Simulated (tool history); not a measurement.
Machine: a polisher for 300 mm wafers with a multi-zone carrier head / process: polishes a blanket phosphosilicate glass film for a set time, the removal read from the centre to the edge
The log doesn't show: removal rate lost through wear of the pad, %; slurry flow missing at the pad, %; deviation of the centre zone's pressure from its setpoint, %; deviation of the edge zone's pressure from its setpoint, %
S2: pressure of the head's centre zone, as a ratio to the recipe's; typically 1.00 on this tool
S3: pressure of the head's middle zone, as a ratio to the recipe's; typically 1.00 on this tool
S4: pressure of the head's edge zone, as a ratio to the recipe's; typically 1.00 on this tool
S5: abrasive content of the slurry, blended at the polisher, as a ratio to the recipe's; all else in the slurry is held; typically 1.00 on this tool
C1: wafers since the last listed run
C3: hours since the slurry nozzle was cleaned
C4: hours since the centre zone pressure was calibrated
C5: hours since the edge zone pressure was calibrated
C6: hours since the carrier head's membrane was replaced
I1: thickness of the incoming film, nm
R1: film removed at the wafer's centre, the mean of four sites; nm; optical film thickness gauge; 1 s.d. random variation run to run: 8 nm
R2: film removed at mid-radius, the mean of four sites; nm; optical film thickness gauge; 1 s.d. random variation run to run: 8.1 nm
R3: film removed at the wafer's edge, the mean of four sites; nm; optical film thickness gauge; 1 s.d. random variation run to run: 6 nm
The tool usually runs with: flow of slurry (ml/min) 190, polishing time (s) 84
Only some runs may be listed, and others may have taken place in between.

{"run": 1, "hour": 0.0, "flow of slurry (ml/min)": 225, "S2": 1.0, "S3": 0.92, "S4": 1.0, "S5": 1.0, "polishing time (s)": 84, "C1": 0, "wafers polished on this pad": 579, "C3": 608.7, "C4": 1215.0, "C5": 138.8, "C6": 691.4, "I1": 2611.6, "R1": 528.1, "R2": 484.7, "R3": 530.9}
{"run": 2, "hour": 8.4, "flow of slurry (ml/min)": 190, "S2": 1.0, "S3": 1.0, "S4": 1.0, "S5": 1.0, "polishing time (s)": 84, "C1": 100, "wafers polished on this pad": 679, "C3": 617.1, "C4": 1223.4, "C5": 147.2, "C6": 699.8, "I1": 2591.7, "R1": 519.1, "R2": 488.3, "R3": 528.2}
{"hour": 22.5, "done": "slurry nozzle cleaned"}
{"run": 3, "hour": 23.0, "flow of slurry (ml/min)": 190, "S2": 1.0, "S3": 1.0, "S4": 1.0, "S5": 1.0, "polishing time (s)": 84, "C1": 162, "wafers polished on this pad": 841, "C3": 0.5, "C4": 1238.0, "C5": 161.8, "C6": 714.4, "I1": 2579.6, "R1": 500.9, "R2": 492.4, "R3": 516.1}
{"run": 4, "hour": 30.1, "flow of slurry (ml/min)": 190, "S2": 1.0, "S3": 1.0, "S4": 1.0, "S5": 1.0, "polishing time (s)": 84, "C1": 84, "wafers polished on this pad": 926, "C3": 7.6, "C4": 1245.1, "C5": 168.9, "C6": 721.5, "I1": 2560.6, "R1": 507.8, "R2": 477.4, "R3": 519.5}
{"hour": 34.6, "done": "worn pad replaced by a new one"}
{"hour": 52.9, "done": "carrier head's membrane replaced by a new one"}
{"run": 5, "hour": 53.4, "flow of slurry (ml/min)": 190, "S2": 1.0, "S3": 0.97, "S4": 1.0, "S5": 1.0, "polishing time (s)": 112, "C1": 170, "wafers polished on this pad": 165, "C3": 30.9, "C4": 1268.4, "C5": 192.2, "C6": 0.5, "I1": 2588.3, "R1": 730.3, "R2": 665.9, "R3": 727.3}
{"run": 6, "hour": 63.6, "flow of slurry (ml/min)": 150, "S2": 1.0, "S3": 1.03, "S4": 1.0, "S5": 1.0, "polishing time (s)": 84, "C1": 121, "wafers polished on this pad": 286, "C3": 41.1, "C4": 1278.6, "C5": 202.4, "C6": 10.7, "I1": 2606.0, "R1": 502.5, "R2": 489.8, "R3": 520.3}
{"run": 7, "hour": 80.8, "flow of slurry (ml/min)": 165, "S2": 1.0, "S3": 1.0, "S4": 1.11, "S5": 1.0, "polishing time (s)": 84, "C1": 205, "wafers polished on this pad": 491, "C3": 58.3, "C4": 1295.8, "C5": 219.6, "C6": 27.9, "I1": 2561.9, "R1": 510.3, "R2": 480.1, "R3": 548.8}
{"run": 8, "hour": 92.8, "flow of slurry (ml/min)": 190, "S2": 1.0, "S3": 1.0, "S4": 1.0, "S5": 1.0, "polishing time (s)": 84, "C1": 143, "wafers polished on this pad": 635, "C3": 70.3, "C4": 1307.8, "C5": 231.6, "C6": 39.9, "I1": 2566.4, "R1": 514.7, "R2": 481.4, "R3": 512.2}
{"run": 9, "hour": 110.5, "flow of slurry (ml/min)": 190, "S2": 1.0, "S3": 1.0, "S4": 1.0, "S5": 1.0, "polishing time (s)": 84, "C1": 211, "wafers polished on this pad": 846, "C3": 88.0, "C4": 1325.5, "C5": 249.3, "C6": 57.6, "I1": 2614.3, "R1": 511.1, "R2": 484.4, "R3": 511.6}
{"run": 10, "hour": 119.7, "flow of slurry (ml/min)": 190, "S2": 0.93, "S3": 1.03, "S4": 1.0, "S5": 1.0, "polishing time (s)": 84, "C1": 109, "wafers polished on this pad": 956, "C3": 97.2, "C4": 1334.7, "C5": 258.5, "C6": 66.8, "I1": 2583.8, "R1": 472.3, "R2": 484.8, "R3": 506.8}
{"hour": 124.0, "done": "centre zone pressure recalibrated"}
{"hour": 131.2, "done": "worn pad replaced by a new one"}
{"run": 11, "hour": 137.2, "flow of slurry (ml/min)": 190, "S2": 1.0, "S3": 1.0, "S4": 1.04, "S5": 1.0, "polishing time (s)": 84, "C1": 137, "wafers polished on this pad": 71, "C3": 114.7, "C4": 13.2, "C5": 276.0, "C6": 84.3, "I1": 2606.8, "R1": 546.9, "R2": 530.4, "R3": 571.3}
{"run": 12, "hour": 154.5, "flow of slurry (ml/min)": 190, "S2": 1.0, "S3": 1.0, "S4": 1.0, "S5": 1.15, "polishing time (s)": 84, "C1": 206, "wafers polished on this pad": 277, "C3": 132.0, "C4": 30.5, "C5": 293.3, "C6": 101.6, "I1": 2618.0, "R1": 540.8, "R2": 513.0, "R3": 543.7}
{"run": 13, "hour": 161.4, "flow of slurry (ml/min)": 190, "S2": 1.0, "S3": 1.0, "S4": 1.0, "S5": 1.0, "polishing time (s)": 60, "C1": 82, "wafers polished on this pad": 360, "C3": 138.9, "C4": 37.4, "C5": 300.2, "C6": 108.5, "I1": 2568.5, "R1": 374.9, "R2": 359.5, "R3": 371.3}
{"hour": 169.4, "done": "edge zone pressure recalibrated"}
{"run": 14, "hour": 179.2, "flow of slurry (ml/min)": 150, "S2": 1.0, "S3": 1.03, "S4": 1.0, "S5": 1.0, "polishing time (s)": 84, "C1": 188, "wafers polished on this pad": 548, "C3": 156.7, "C4": 55.2, "C5": 9.8, "C6": 126.3, "I1": 2627.2, "R1": 484.5, "R2": 473.6, "R3": 492.5}
{"run": 15, "hour": 190.9, "flow of slurry (ml/min)": 250, "S2": 1.06, "S3": 1.0, "S4": 1.06, "S5": 1.0, "polishing time (s)": 84, "C1": 139, "wafers polished on this pad": 688, "C3": 168.4, "C4": 66.9, "C5": 21.5, "C6": 138.0, "I1": 2618.5, "R1": 554.4, "R2": 484.5, "R3": 542.0}
{"run": 16, "hour": 208.0, "flow of slurry (ml/min)": 190, "S2": 1.0, "S3": 1.0, "S4": 1.0, "S5": 1.0, "polishing time (s)": 84, "C1": 204, "wafers polished on this pad": 892, "C3": 185.5, "C4": 84.0, "C5": 38.6, "C6": 155.1, "I1": 2628.3, "R1": 485.0, "R2": 460.6, "R3": 500.1}
{"run": 17, "hour": 217.1, "flow of slurry (ml/min)": 190, "S2": 1.0, "S3": 0.91, "S4": 1.0, "S5": 1.25, "polishing time (s)": 84, "C1": 108, "wafers polished on this pad": 1000, "C3": 194.6, "C4": 93.1, "C5": 47.7, "C6": 164.2, "I1": 2597.0, "R1": 522.6, "R2": 462.2, "R3": 527.6}
{"hour": 233.6, "done": "worn pad replaced by a new one"}
{"run": 18, "hour": 234.1, "flow of slurry (ml/min)": 240, "S2": 0.91, "S3": 1.09, "S4": 1.0, "S5": 1.0, "polishing time (s)": 84, "C1": 155, "wafers polished on this pad": 5, "C3": 211.6, "C4": 110.1, "C5": 64.7, "C6": 181.2, "I1": 2630.1, "R1": 541.9, "R2": 595.1, "R3": 610.4}
{"run": 19, "hour": 238.1, "flow of slurry (ml/min)": 190, "S2": 1.0, "S3": 1.0, "S4": 1.0, "S5": 1.0, "polishing time (s)": 84, "C1": 47, "wafers polished on this pad": 53, "C3": 215.6, "C4": 114.1, "C5": 68.7, "C6": 185.2, "I1": 2570.5, "R1": 566.5, "R2": 554.2, "R3": 569.9}
{"run": 20, "hour": 255.9, "flow of slurry (ml/min)": 190, "S2": 1.0, "S3": 1.0, "S4": 1.0, "S5": 1.0, "polishing time (s)": 67, "C1": 212, "wafers polished on this pad": 265, "C3": 233.4, "C4": 131.9, "C5": 86.5, "C6": 203.0, "I1": 2610.0, "R1": 438.1, "R2": 408.2, "R3": 437.3}
{"run": 21, "hour": 263.9, "flow of slurry (ml/min)": 190, "S2": 1.0, "S3": 1.1, "S4": 0.93, "S5": 0.75, "polishing time (s)": 84, "C1": 95, "wafers polished on this pad": 361, "C3": 241.4, "C4": 139.9, "C5": 94.5, "C6": 211.0, "I1": 2587.0, "R1": 490.6, "R2": 512.7, "R3": 471.9}
{"run": 22, "hour": 273.6, "flow of slurry (ml/min)": 130, "S2": 1.0, "S3": 0.89, "S4": 1.0, "S5": 1.25, "polishing time (s)": 84, "C1": 115, "wafers polished on this pad": 476, "C3": 251.1, "C4": 149.6, "C5": 104.2, "C6": 220.7, "I1": 2605.7, "R1": 520.9, "R2": 449.1, "R3": 553.4}

Below are 3 alternative next runs, each starting from the tool's condition after run 22. Predict each:
{"run": "A", "hour": 274.0, "flow of slurry (ml/min)": 190, "S2": 1.0, "S3": 1.0, "S4": 1.0, "S5": 1.0, "polishing time (s)": 84, "C1": 4, "wafers polished on this pad": 481, "C3": 251.5, "C4": 150.0, "C5": 104.6, "C6": 221.1, "I1": 2615.9, "R1": "?", "R2": "?", "R3": "?"}
{"run": "B", "hour": 274.0, "flow of slurry (ml/min)": 190, "S2": 1.0, "S3": 1.04, "S4": 1.0, "S5": 1.0, "polishing time (s)": 84, "C1": 4, "wafers polished on this pad": 481, "C3": 251.5, "C4": 150.0, "C5": 104.6, "C6": 221.1, "I1": 2615.9, "R1": "?", "R2": "?", "R3": "?"}
{"run": "C", "hour": 274.0, "flow of slurry (ml/min)": 190, "S2": 1.0, "S3": 1.0, "S4": 0.94, "S5": 1.0, "polishing time (s)": 84, "C1": 4, "wafers polished on this pad": 481, "C3": 251.5, "C4": 150.0, "C5": 104.6, "C6": 221.1, "I1": 2615.9, "R1": "?", "R2": "?", "R3": "?"}

run=A R1=517.1 R2=504.7 R3=541.1
run=B R1=517.2 R2=521.8 R3=540.8
run=C R1=517.1 R2=504.8 R3=525.3
Without the tool's hidden state the same runs would have given:
run=A R1=576.7 R2=562.9 R3=603.5
run=B R1=576.9 R2=581.9 R3=603.1
run=C R1=576.7 R2=563.0 R3=585.9
